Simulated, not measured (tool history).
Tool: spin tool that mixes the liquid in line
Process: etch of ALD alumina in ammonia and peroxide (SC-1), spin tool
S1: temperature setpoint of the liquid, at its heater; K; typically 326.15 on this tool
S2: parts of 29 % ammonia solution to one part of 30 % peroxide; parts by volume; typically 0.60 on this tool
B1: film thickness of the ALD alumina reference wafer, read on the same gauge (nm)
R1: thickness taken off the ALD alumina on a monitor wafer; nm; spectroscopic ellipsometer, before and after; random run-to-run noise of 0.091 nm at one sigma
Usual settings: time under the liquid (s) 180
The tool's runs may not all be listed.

{"run": 1, "hour": 0.0, "S1": 326.15, "S2": 0.6, "time under the liquid (s)": 180, "B1": 70.02, "R1": 8.74}
{"hour": 16.9, "done": "gauge calibrated"}
{"run": 2, "hour": 44.0, "S1": 326.15, "S2": 0.6, "time under the liquid (s)": 180, "B1": 69.99, "R1": 8.81}
{"hour": 54.0, "done": "new drum of ammonia solution connected"}
{"run": 3, "hour": 103.4, "S1": 323.65, "S2": 0.6, "time under the liquid (s)": 180, "B1": 70.0, "R1": 7.49}
{"run": 4, "hour": 177.5, "S1": 323.65, "S2": 0.6, "time under the liquid (s)": 180, "B1": 70.02, "R1": 7.64}
{"run": 5, "hour": 208.4, "S1": 323.65, "S2": 0.6, "time under the liquid (s)": 180, "B1": 70.03, "R1": 7.51}
{"run": 6, "hour": 255.4, "S1": 328.65, "S2": 0.6, "time under the liquid (s)": 180, "B1": 69.98, "R1": 9.8}
{"run": 7, "hour": 281.6, "S1": 335.15, "S2": 0.85, "time under the liquid (s)": 120, "B1": 70.02, "R1": 9.42}
{"run": 8, "hour": 316.6, "S1": 335.65, "S2": 0.5, "time under the liquid (s)": 180, "B1": 70.0, "R1": 13.95}
{"hour": 366.8, "done": "heated supply line repaired"}
{"run": 9, "hour": 370.1, "S1": 319.65, "S2": 0.6, "time under the liquid (s)": 180, "B1": 70.04, "R1": 6.6}
{"hour": 382.5, "done": "ammonia flow meter replaced"}
{"run": 10, "hour": 402.9, "S1": 326.15, "S2": 0.6, "time under the liquid (s)": 180, "B1": 69.99, "R1": 9.3}
{"run": 11, "hour": 470.7, "S1": 335.15, "S2": 0.85, "time under the liquid (s)": 120, "B1": 70.01, "R1": 10.1}
{"hour": 510.3, "done": "new drum of ammonia solution connected"}
{"run": 12, "hour": 536.2, "S1": 326.15, "S2": 0.6, "time under the liquid (s)": 180, "B1": 70.0, "R1": 9.2}
{"run": 13, "hour": 596.3, "S1": 334.15, "S2": 0.6, "time under the liquid (s)": 180, "B1": 69.99, "R1": 14.12}
{"run": 14, "hour": 640.1, "S1": 326.15, "S2": 0.6, "time under the liquid (s)": 180, "B1": 69.99, "R1": 9.0}
{"hour": 689.5, "done": "thermometer replaced"}
{"run": 15, "hour": 707.1, "S1": 330.15, "S2": 0.6, "time under the liquid (s)": 180, "B1": 69.98, "R1": 10.89}
{"run": 16, "hour": 740.6, "S1": 326.15, "S2": 0.85, "time under the liquid (s)": 275, "B1": 69.98, "R1": 14.15}

Estimate the outcome of run 17 from the log above:
{"run": 17, "hour": 782.3, "S1": 326.15, "S2": 0.3, "time under the liquid (s)": 285, "B1": "?", "R1": "?"}

{"run 17": {"B1": 70.01, "R1": 13.13}}
On a tool with no hidden condition, and with the same random variation, this run would have come out at R1 13.70 nm.
